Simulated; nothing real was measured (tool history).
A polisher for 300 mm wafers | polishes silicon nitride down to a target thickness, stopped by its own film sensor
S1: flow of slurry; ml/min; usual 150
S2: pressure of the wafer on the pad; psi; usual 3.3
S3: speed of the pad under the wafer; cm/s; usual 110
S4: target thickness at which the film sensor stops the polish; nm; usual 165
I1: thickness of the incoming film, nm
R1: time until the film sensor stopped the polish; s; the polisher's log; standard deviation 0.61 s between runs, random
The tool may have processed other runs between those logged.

| run | hour | S1 | S2 | S3 | S4 | I1 | R1 |
|---|---|---|---|---|---|---|---|
| 1 | 0.0 | 150 | 3.3 | 110 | 165 | 406.7 | 146.5 |
| 2 | 10.3 | 150 | 3.3 | 110 | 165 | 413.7 | 150.4 |
| 3 | 25.3 | 150 | 2.4 | 110 | 165 | 415.0 | 209.3 |
| 4 | 32.2 | 150 | 2.4 | 110 | 165 | 404.8 | 202.7 |
| 5 | 49.3 | 150 | 2.4 | 110 | 165 | 402.5 | 198.0 |
| 6 | 61.4 | 150 | 3.3 | 110 | 165 | 410.6 | 149.7 |
| 7 | 72.2 | 150 | 3.3 | 110 | 165 | 419.2 | 153.9 |
| 8 | 85.2 | 185 | 3.3 | 110 | 165 | 409.4 | 144.5 |
| 9 | 101.8 | 185 | 3.3 | 110 | 165 | 413.4 | 145.6 |
| 10 | 117.5 | 100 | 2.1 | 110 | 199 | 405.5 | 214.9 |
| 11 | 133.2 | 195 | 4.5 | 94 | 102 | 414.1 | 139.8 |
| 12 | 143.7 | 150 | 3.3 | 110 | 165 | 406.2 | 132.8 |
| 13 | 158.4 | 180 | 2.6 | 146 | 83 | 409.3 | 200.9 |
| 14 | 168.6 | 165 | 4.5 | 120 | 103 | 407.7 | 127.8 |
| 15 | 180.6 | 150 | 3.3 | 110 | 165 | 409.4 | 151.2 |
| 16 | 186.8 | 185 | 3.8 | 136 | 212 | 413.2 | 89.9 |
| 17 | 199.9 | 150 | 3.3 | 138 | 165 | 415.0 | 130.0 |
| 18 | 211.5 | 150 | 4.2 | 122 | 165 | 408.4 | 109.0 |
| 19 | 220.0 | 150 | 3.3 | 88 | 117 | 412.3 | 219.0 |

Put back what was entered between runs (3 entries, withheld): which listed runs does each sit between, and how does the hidden state differ from the listed run before to the listed run after?
Run 10 -> run 11: slurry nozzle cleaned (hour 132.8)
  slurry flow missing at the pad, %: 49.7 -> 2.83; deviation of the head's pressure from its setpoint, %: 13.1 -> 13.4
  measured result minus the result with no hidden state, R1: +0.4 -> -18.2 s
Run 11 -> run 12: worn pad replaced by a new one (hour 141.3)
  slurry flow missing at the pad, %: 2.83 -> 3.32; deviation of the head's pressure from its setpoint, %: 13.4 -> 13.6
  measured result minus the result with no hidden state, R1: -18.2 -> -17.4 s
Run 12 -> run 13: head pressure recalibrated (hour 154.2)
  slurry flow missing at the pad, %: 3.32 -> 4; deviation of the head's pressure from its setpoint, %: 13.6 -> 1.2
  measured result minus the result with no hidden state, R1: -17.4 -> -1.5 s
